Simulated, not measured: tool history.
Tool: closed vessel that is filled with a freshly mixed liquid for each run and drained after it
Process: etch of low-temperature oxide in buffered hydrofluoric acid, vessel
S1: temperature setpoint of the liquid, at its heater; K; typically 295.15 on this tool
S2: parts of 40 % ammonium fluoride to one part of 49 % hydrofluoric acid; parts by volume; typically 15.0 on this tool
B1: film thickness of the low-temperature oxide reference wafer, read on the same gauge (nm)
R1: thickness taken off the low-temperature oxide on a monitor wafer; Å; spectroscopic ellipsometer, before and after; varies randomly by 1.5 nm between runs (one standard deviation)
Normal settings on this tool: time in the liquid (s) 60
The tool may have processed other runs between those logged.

Run 1, day 0.000: usual settings but time in the liquid (s) 35; B1 49.97. Result: R1 884.7 Å.
Run 2, day 1.008: usual settings but S2 19.0 parts by volume; B1 50.00. Result: R1 1202.0 Å.
Run 3, day 2.046: usual settings but time in the liquid (s) 75; B1 50.00. Result: R1 1902.9 Å.
Run 4, day 3.062: usual settings but S1 293.15 K, time in the liquid (s) 70; B1 50.00. Result: R1 1617.8 Å.
Run 5, day 4.517: usual settings but S1 293.15 K, time in the liquid (s) 70; B1 49.99. Result: R1 1579.4 Å.
Run 6, day 5.104: usual settings but time in the liquid (s) 85; B1 49.99. Result: R1 2144.4 Å.
Run 7, day 6.579: usual settings; B1 49.98. Result: R1 1542.1 Å.
Run 8, day 7.396: usual settings; B1 50.00. Result: R1 1538.2 Å.
At day 8.642: gauge calibrated.
Run 9, day 8.721: usual settings but S1 291.15 K; B1 50.01. Result: R1 1222.6 Å.
At day 9.238: hydrofluoric acid flow meter replaced.
Run 10, day 9.283: usual settings but S1 291.15 K; B1 50.01. Result: R1 1235.0 Å.
Run 11, day 10.050: usual settings but S2 10.5 parts by volume; B1 50.00. Result: R1 2180.6 Å.
Run 12, day 10.588: usual settings; B1 50.00. Result: R1 1546.4 Å.
Run 13, day 11.750: usual settings but S1 292.65 K, S2 10.5 parts by volume, time in the liquid (s) 45; B1 50.02. Result: R1 1412.8 Å.
Run 14, day 13.179: usual settings but time in the liquid (s) 30; B1 50.01. Result: R1 768.5 Å.
At day 13.517: thermometer replaced.
Run 15, day 14.000: usual settings; B1 49.99. Result: R1 1556.6 Å.
Run 16, day 14.846: usual settings but S1 299.65 K, S2 11.0 parts by volume, time in the liquid (s) 50; B1 49.98. Result: R1 2210.1 Å.
Run 17, day 15.554: usual settings but S1 298.65 K, S2 12.0 parts by volume, time in the liquid (s) 80; B1 50.03. Result: R1 3036.4 Å.
Run 18, day 16.142: usual settings; B1 50.02. Result: R1 1528.6 Å.
Run 19, day 16.717: usual settings but S1 292.15 K, S2 17.5 parts by volume, time in the liquid (s) 50; B1 49.98. Result: R1 923.0 Å.
Run 20, day 17.700: usual settings but S1 293.15 K, S2 10.5 parts by volume, time in the liquid (s) 35; B1 50.00. Result: R1 1115.1 Å.
Run 21, day 18.958: usual settings but S2 13.0 parts by volume; B1 50.00. Result: R1 1748.8 Å.

Below are 5 alternative next runs, each starting from the tool's condition after run 21. Predict each:
Run A, day 18.988: usual settings; B1 ?. Result: R1 ?.
Run B, day 18.988: usual settings but S2 18.5 parts by volume, time in the liquid (s) 90; B1 ?. Result: R1 ?.
Run C, day 18.988: usual settings but S1 291.15 K, S2 19.5 parts by volume, time in the liquid (s) 40; B1 ?. Result: R1 ?.
Run D, day 18.988: usual settings but S1 299.65 K; B1 ?. Result: R1 ?.
Run E, day 18.988: usual settings but S1 291.65 K, S2 20.5 parts by volume, time in the liquid (s) 80; B1 ?. Result: R1 ?.

run     B1      R1
  A  49.97  1556.7
  B  49.97  1899.2
  C  49.97   640.1
  D  49.97  1989.7
  E  49.97  1262.8
Take away the tool's hidden state, keep each run's random variation, and the runs would have read:
run      R1
  A  1556.7
  B  1899.2
  C   640.1
  D  1989.7
  E  1262.8
